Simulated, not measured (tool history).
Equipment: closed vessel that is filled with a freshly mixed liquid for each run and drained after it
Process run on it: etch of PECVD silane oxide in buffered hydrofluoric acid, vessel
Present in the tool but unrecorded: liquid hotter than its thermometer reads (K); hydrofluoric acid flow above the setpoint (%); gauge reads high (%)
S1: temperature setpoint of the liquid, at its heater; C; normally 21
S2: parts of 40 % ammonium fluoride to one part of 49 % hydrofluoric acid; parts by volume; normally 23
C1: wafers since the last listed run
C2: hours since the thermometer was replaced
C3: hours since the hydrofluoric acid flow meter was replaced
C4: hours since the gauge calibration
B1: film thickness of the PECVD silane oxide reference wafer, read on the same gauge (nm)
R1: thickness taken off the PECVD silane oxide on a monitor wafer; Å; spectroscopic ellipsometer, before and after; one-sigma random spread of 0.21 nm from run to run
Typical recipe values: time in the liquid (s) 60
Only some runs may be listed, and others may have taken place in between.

Run 1, day 0: usual settings but S1 22 C, time in the liquid (s) 35; C1 0; C2 939.6; C3 1063.6; C4 7.1; B1 30.01. Result: R1 326.5 Å.
Run 2, day 1.296: usual settings; C1 4574; C2 970.7; C3 1094.7; C4 38.2; B1 30.01. Result: R1 527.7 Å.
Run 3, day 2.338: usual settings; C1 3677; C2 995.7; C3 1119.7; C4 63.2; B1 29.98. Result: R1 528.5 Å.
Run 4, day 5.329: usual settings; C1 10560; C2 1067.5; C3 1191.5; C4 135; B1 29.87. Result: R1 523.5 Å.
Run 5, day 6.75: usual settings; C1 5015; C2 1101.6; C3 1225.6; C4 169.1; B1 29.86. Result: R1 524.4 Å.
Run 6, day 7.471: usual settings; C1 2544; C2 1118.9; C3 1242.9; C4 186.4; B1 29.82. Result: R1 522.3 Å.
Run 7, day 8.3: usual settings but S2 26.5 parts by volume; C1 2927; C2 1138.8; C3 1262.8; C4 206.3; B1 29.78. Result: R1 475.7 Å.
Run 8, day 9.208: usual settings; C1 3206; C2 1160.6; C3 1284.6; C4 228.1; B1 29.77. Result: R1 524.1 Å.
Run 9, day 10.421: usual settings but S2 18 parts by volume; C1 4280; C2 1189.7; C3 1313.7; C4 257.2; B1 29.74. Result: R1 638.2 Å.
At day 12.2: gauge calibrated.
Run 10, day 13.25: usual settings; C1 9987; C2 1257.6; C3 1381.6; C4 25.2; B1 30. Result: R1 523 Å.
Run 11, day 13.796: usual settings; C1 1926; C2 1270.7; C3 1394.7; C4 38.3; B1 29.94. Result: R1 525.8 Å.
Run 12, day 14.375: usual settings; C1 2044; C2 1284.6; C3 1408.6; C4 52.2; B1 29.91. Result: R1 523.4 Å.
Run 13, day 14.975: usual settings; C1 2118; C2 1299; C3 1423; C4 66.6; B1 29.9. Result: R1 524.9 Å.
Run 14, day 15.55: usual settings but S2 26 parts by volume; C1 2029; C2 1312.8; C3 1436.8; C4 80.4; B1 29.9. Result: R1 481.7 Å.
Run 15, day 16.567: usual settings but S1 19.5 C, time in the liquid (s) 30; C1 3588; C2 1337.2; C3 1461.2; C4 104.8; B1 29.89. Result: R1 240.9 Å.
Run 16, day 17.662: usual settings but S1 19 C, S2 28.5 parts by volume, time in the liquid (s) 45; C1 3868; C2 1363.5; C3 1487.5; C4 131.1; B1 29.8. Result: R1 301.4 Å.
Run 17, day 18.496: usual settings but S1 19.5 C, S2 27 parts by volume, time in the liquid (s) 90; C1 2941; C2 1383.5; C3 1507.5; C4 151.1; B1 29.77. Result: R1 643.9 Å.
Run 18, day 19.175: usual settings but S1 19.5 C, S2 27 parts by volume, time in the liquid (s) 90; C1 2397; C2 1399.8; C3 1523.8; C4 167.4; B1 29.76. Result: R1 649.5 Å.
Run 19, day 19.842: usual settings but S1 25 C, S2 14 parts by volume; C1 2353; C2 1415.8; C3 1539.8; C4 183.4; B1 29.71. Result: R1 1021.1 Å.
At day 20.629: hydrofluoric acid flow meter replaced.
Run 20, day 20.908: usual settings but S1 24.5 C, time in the liquid (s) 30; C1 3618; C2 1441.4; C3 6.7; C4 209; B1 29.72. Result: R1 316.8 Å.
Run 21, day 21.838: usual settings but S1 18.5 C, S2 14.5 parts by volume, time in the liquid (s) 75; C1 3280; C2 1463.7; C3 29; C4 231.3; B1 29.68. Result: R1 852.6 Å.
At day 22.492: thermometer replaced.
Run 22, day 22.529: usual settings; C1 2294; C2 0.9; C3 45.6; C4 247.9; B1 29.69. Result: R1 519.3 Å.
Run 23, day 24.012: usual settings but S1 18 C, S2 19.5 parts by volume; C1 5236; C2 36.5; C3 81.2; C4 283.5; B1 29.62. Result: R1 493.3 Å.
Run 24, day 24.925: usual settings but S1 25.5 C, time in the liquid (s) 85; C1 3221; C2 58.4; C3 103.1; C4 305.4; B1 29.61. Result: R1 944.1 Å.
Run 25, day 25.846: usual settings but S1 17 C, time in the liquid (s) 40; C1 3250; C2 80.5; C3 125.2; C4 327.5; B1 29.61. Result: R1 277.2 Å.
Run 26, day 26.525: usual settings but S1 19 C, S2 30 parts by volume; C1 2397; C2 96.8; C3 141.5; C4 343.8; B1 29.58. Result: R1 385.9 Å.
Run 27, day 27.35: usual settings but S1 24.5 C, S2 27.5 parts by volume, time in the liquid (s) 45; C1 2912; C2 116.6; C3 161.3; C4 363.6; B1 29.54. Result: R1 415 Å.
At day 27.879: gauge calibrated.
Run 28, day 28.367: usual settings but S1 17 C, S2 27.5 parts by volume, time in the liquid (s) 85; C1 3588; C2 141; C3 185.7; C4 11.7; B1 30.03. Result: R1 526.9 Å.

Difference, measured minus no-hidden-state, one row per run. Run-to-run variation is common to both terms; the gauge's own scatter need not be:
run     R1
  1   +0.5
  2   +0.1
  3   -0.5
  4   -1.9
  5   -2.7
  6     -3
  7   -3.1
  8   -3.8
  9   -5.5
 10   -0.9
 11   -1.2
 12   -1.4
 13   -1.8
 14   -1.9
 15   -1.2
 16   -1.8
 17   -4.3
 18   -4.9
 19   -8.2
 20   -2.9
 21   -8.6
 22   -5.5
 23     -6
 24  -12.3
 25   -3.9
 26   -5.6
 27   -6.4
 28   +0.9
